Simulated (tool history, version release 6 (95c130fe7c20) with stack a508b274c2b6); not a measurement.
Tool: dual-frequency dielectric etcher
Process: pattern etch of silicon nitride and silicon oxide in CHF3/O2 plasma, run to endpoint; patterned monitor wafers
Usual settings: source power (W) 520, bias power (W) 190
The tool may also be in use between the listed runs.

| run | hour | source power (W) | bias power (W) | incoming incoming film thickness, nm | endpoint time (s) |
|---|---|---|---|---|---|
| 1 | 0.0 | 520 | 207 | 172.6 | 113.8 |
| 2 | 8.8 | 520 | 207 | 172.9 | 114.1 |
| 3 | 23.0 | 490 | 190 | 173.9 | 122.4 |
| 4 | 38.8 | 490 | 190 | 172.5 | 120.5 |
| 5 | 46.3 | 490 | 190 | 173.2 | 122.0 |
| 6 | 58.9 | 450 | 212 | 173.5 | 117.2 |
| 7 | 75.8 | 420 | 190 | 173.9 | 124.9 |
| 8 | 89.4 | 520 | 212 | 172.6 | 113.8 |
| 9 | 99.4 | 520 | 212 | 171.0 | 112.3 |
| 10 | 107.6 | 520 | 190 | 172.3 | 120.0 |
|  | 133.8 | wet clean of the chamber |
| 11 | 134.3 | 520 | 190 | 172.7 | 122.9 |
| 12 | 136.5 | 520 | 190 | 174.0 | 124.4 |
| 13 | 144.6 | 480 | 159 | 174.6 | 140.4 |
| 14 | 159.4 | 480 | 159 | 172.9 | 139.8 |
| 15 | 174.6 | 520 | 190 | 174.6 | 126.2 |
| 16 | 190.7 | 520 | 234 | 173.2 | 112.6 |
| 17 | 206.8 | 420 | 172 | 172.8 | 135.2 |
|  | 211.4 | source power generator calibrated |
|  | 239.4 | wet clean of the chamber, repeated, since the last time left the tool worse |
| 18 | 239.9 | 470 | 190 | 173.0 | 118.3 |
| 19 | 240.2 | 560 | 155 | 171.0 | 125.8 |
| 20 | 242.8 | 520 | 190 | 174.0 | 118.4 |
|  | 247.7 | bias power generator calibrated |
|  | 279.7 | upper electrode replaced |
| 21 | 280.2 | 520 | 190 | 173.3 | 118.0 |
| 22 | 280.6 | 520 | 149 | 171.1 | 132.8 |
| 23 | 281.9 | 600 | 205 | 172.6 | 108.3 |
| 24 | 295.7 | 400 | 190 | 172.8 | 123.1 |
| 25 | 304.7 | 630 | 173 | 173.0 | 117.7 |
| 26 | 318.5 | 600 | 178 | 172.8 | 116.3 |
| 27 | 335.7 | 520 | 228 | 171.8 | 105.9 |
| 28 | 369.0 | 650 | 210 | 172.5 | 105.2 |
| 29 | 378.1 | 470 | 224 | 171.5 | 109.9 |
| 30 | 384.7 | 580 | 237 | 173.1 | 102.1 |
| 31 | 398.0 | 520 | 190 | 171.6 | 117.0 |
| 32 | 404.5 | 480 | 159 | 174.8 | 132.6 |
| 33 | 418.5 | 580 | 150 | 172.6 | 129.6 |
| 34 | 432.0 | 520 | 234 | 172.5 | 105.7 |

Forecast each of these 5 alternatives for the next run:
| A | 432.5 | 520 | 190 | 171.6 | ? |
| B | 432.5 | 450 | 214 | 171.6 | ? |
| C | 432.5 | 430 | 190 | 171.6 | ? |
| D | 432.5 | 390 | 208 | 171.6 | ? |
| E | 432.5 | 420 | 163 | 171.6 | ? |

| run | endpoint time (s) |
|---|---|
| A | 116.8 |
| B | 113.3 |
| C | 121.4 |
| D | 118.1 |
| E | 132.2 |
Without the tool's hidden state the same runs would have given:
| run | endpoint time (s) |
|---|---|
| A | 115.4 |
| B | 111.9 |
| C | 119.9 |
| D | 116.6 |
| E | 130.6 |
